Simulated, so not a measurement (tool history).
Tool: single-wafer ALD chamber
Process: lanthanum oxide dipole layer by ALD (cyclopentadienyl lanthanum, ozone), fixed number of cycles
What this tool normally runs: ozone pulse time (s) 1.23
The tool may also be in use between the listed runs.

run    hour  ozone pulse time (s)  wafers since the last listed run  hours since the last thermocouple change  hours since the last ozone generator service  hours since the showerhead was replaced  hours since the gauge calibration  read-back reference wafer on the same gauge, thickness_nm  mean film thickness on the monitor wafer (angstrom)
  1       0                  1.23                                 0                                     806.5                                         180.5                                   3755.8                              340.8                                                      0.543                                                 4.83
  2    40.1                  1.23                               522                                     846.6                                         220.6                                   3795.9                              380.9                                                      0.543                                                 4.83
  3   108.2                  1.23                               888                                     914.7                                         288.7                                     3864                                449                                                      0.543                                                  4.8
  4   137.9                  1.23                               387                                     944.4                                         318.4                                   3893.7                              478.7                                                      0.543                                                  4.8
  5   181.4                  1.23                               567                                     987.9                                         361.9                                   3937.2                              522.2                                                      0.543                                                 4.79
  6   231.3                  1.44                               650                                    1037.8                                         411.8                                   3987.1                              572.1                                                      0.543                                                 4.94
  7   297.8                  1.23                               867                                    1104.3                                         478.3                                   4053.6                              638.6                                                      0.543                                                 4.78
  8   330.2                  1.23                               422                                    1136.7                                         510.7                                     4086                                671                                                      0.543                                                 4.79
  9   357.4                  1.23                               354                                    1163.9                                         537.9                                   4113.2                              698.2                                                      0.543                                                  4.8
      380.2  -- showerhead replaced
 10   394.5                   1.4                               379                                      1201                                           575                                     14.3                              735.3                                                      0.543                                                  4.9
      405.5  -- ozone generator serviced
 11   451.4                  1.05                               637                                    1257.9                                          45.9                                     71.2                              792.2                                                      0.543                                                 4.68
 12   508.8                  1.51                               748                                    1315.3                                         103.3                                    128.6                              849.6                                                      0.543                                                 5.01
        627  -- gauge calibrated
      657.6  -- thermocouple changed; heater temperature recalibrated
 13   719.4                  1.23                              2642                                      61.8                                         313.9                                    339.2                               92.4                                                      0.543                                                 4.79
 14   783.8                  1.23                               839                                     126.2                                         378.3                                    403.6                              156.8                                                      0.543                                                 4.78
 15   846.2                  1.38                               813                                     188.6                                         440.7                                      466                              219.2                                                      0.543                                                 4.88
 16   916.4                  1.71                               915                                     258.8                                         510.9                                    536.2                              289.4                                                      0.543                                                 5.07
 17     943                  1.52                               346                                     285.4                                         537.5                                    562.8                                316                                                      0.543                                                 4.97
 18   992.5                  0.93                               645                                     334.9                                           587                                    612.3                              365.5                                                      0.543                                                 4.43
 19  1056.3                  1.23                               832                                     398.7                                         650.8                                    676.1                              429.3                                                      0.543                                                 4.77

Below are 5 alternative next runs, each starting from the tool's condition after run 19. Predict each:
  A  1056.7                  1.02                                 5                                     399.1                                         651.2                                    676.5                              429.7                                                          ?                                                    ?
  B  1056.7                  1.48                                 5                                     399.1                                         651.2                                    676.5                              429.7                                                          ?                                                    ?
  C  1056.7                  1.59                                 5                                     399.1                                         651.2                                    676.5                              429.7                                                          ?                                                    ?
  D  1056.7                  1.47                                 5                                     399.1                                         651.2                                    676.5                              429.7                                                          ?                                                    ?
  E  1056.7                  0.83                                 5                                     399.1                                         651.2                                    676.5                              429.7                                                          ?                                                    ?

run  read-back reference wafer on the same gauge, thickness_nm  mean film thickness on the monitor wafer (angstrom)
  A                                                      0.543                                                 4.57
  B                                                      0.543                                                 4.96
  C                                                      0.543                                                 5.02
  D                                                      0.543                                                 4.95
  E                                                      0.543                                                 4.31
With the hidden condition removed and each run's random variation left untouched, the same runs would have given:
run  mean film thickness on the monitor wafer (angstrom)
  A                                                 4.71
  B                                                 5.05
  C                                                  5.1
  D                                                 5.05
  E                                                 4.48
